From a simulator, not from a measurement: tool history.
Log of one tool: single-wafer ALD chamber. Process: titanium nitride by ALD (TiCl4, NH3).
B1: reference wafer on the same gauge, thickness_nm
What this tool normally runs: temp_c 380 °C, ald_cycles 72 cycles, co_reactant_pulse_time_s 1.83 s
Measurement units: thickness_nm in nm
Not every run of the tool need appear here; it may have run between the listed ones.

{"run": 1, "hour": 0.0, "temp_c": 380, "ald_cycles": 72, "co_reactant_pulse_time_s": 1.83, "B1": 1.48, "thickness_nm": 1.401}
{"run": 2, "hour": 170.9, "temp_c": 383, "ald_cycles": 72, "co_reactant_pulse_time_s": 1.83, "B1": 1.48, "thickness_nm": 1.405}
{"run": 3, "hour": 203.6, "temp_c": 380, "ald_cycles": 72, "co_reactant_pulse_time_s": 1.83, "B1": 1.479, "thickness_nm": 1.399}
{"run": 4, "hour": 274.2, "temp_c": 380, "ald_cycles": 72, "co_reactant_pulse_time_s": 1.83, "B1": 1.479, "thickness_nm": 1.404}
{"run": 5, "hour": 324.1, "temp_c": 380, "ald_cycles": 72, "co_reactant_pulse_time_s": 1.83, "B1": 1.48, "thickness_nm": 1.402}
{"run": 6, "hour": 379.4, "temp_c": 380, "ald_cycles": 72, "co_reactant_pulse_time_s": 1.83, "B1": 1.481, "thickness_nm": 1.403}
{"run": 7, "hour": 413.6, "temp_c": 380, "ald_cycles": 72, "co_reactant_pulse_time_s": 1.83, "B1": 1.482, "thickness_nm": 1.4}
{"run": 8, "hour": 473.6, "temp_c": 371, "ald_cycles": 77, "co_reactant_pulse_time_s": 2.51, "B1": 1.48, "thickness_nm": 1.513}
{"run": 9, "hour": 514.5, "temp_c": 369, "ald_cycles": 82, "co_reactant_pulse_time_s": 2.37, "B1": 1.48, "thickness_nm": 1.592}
{"run": 10, "hour": 583.3, "temp_c": 380, "ald_cycles": 85, "co_reactant_pulse_time_s": 2.53, "B1": 1.48, "thickness_nm": 1.68}
{"run": 11, "hour": 638.4, "temp_c": 380, "ald_cycles": 78, "co_reactant_pulse_time_s": 2.1, "B1": 1.481, "thickness_nm": 1.532}
{"run": 12, "hour": 673.8, "temp_c": 395, "ald_cycles": 84, "co_reactant_pulse_time_s": 2.46, "B1": 1.481, "thickness_nm": 1.69}
{"run": 13, "hour": 742.3, "temp_c": 380, "ald_cycles": 72, "co_reactant_pulse_time_s": 1.83, "B1": 1.481, "thickness_nm": 1.397}
{"run": 14, "hour": 782.6, "temp_c": 380, "ald_cycles": 72, "co_reactant_pulse_time_s": 1.83, "B1": 1.48, "thickness_nm": 1.396}
{"run": 15, "hour": 848.7, "temp_c": 368, "ald_cycles": 58, "co_reactant_pulse_time_s": 1.83, "B1": 1.48, "thickness_nm": 1.105}

Removed from this log: 3 entries logged between the listed runs. Between which two listed runs does each belong, and how does the tool's hidden state at the listed run before it compare with that at the listed run after it?
Logged between run 7 and run 8: gauge calibrated (hour 467)
  both runs share identical hidden conditions
Logged between run 8 and run 9: thermocouple changed; heater temperature recalibrated (hour 494.7)
  both runs share identical hidden conditions
Logged between run 11 and run 12: showerhead replaced (hour 658)
  both runs share identical hidden conditions
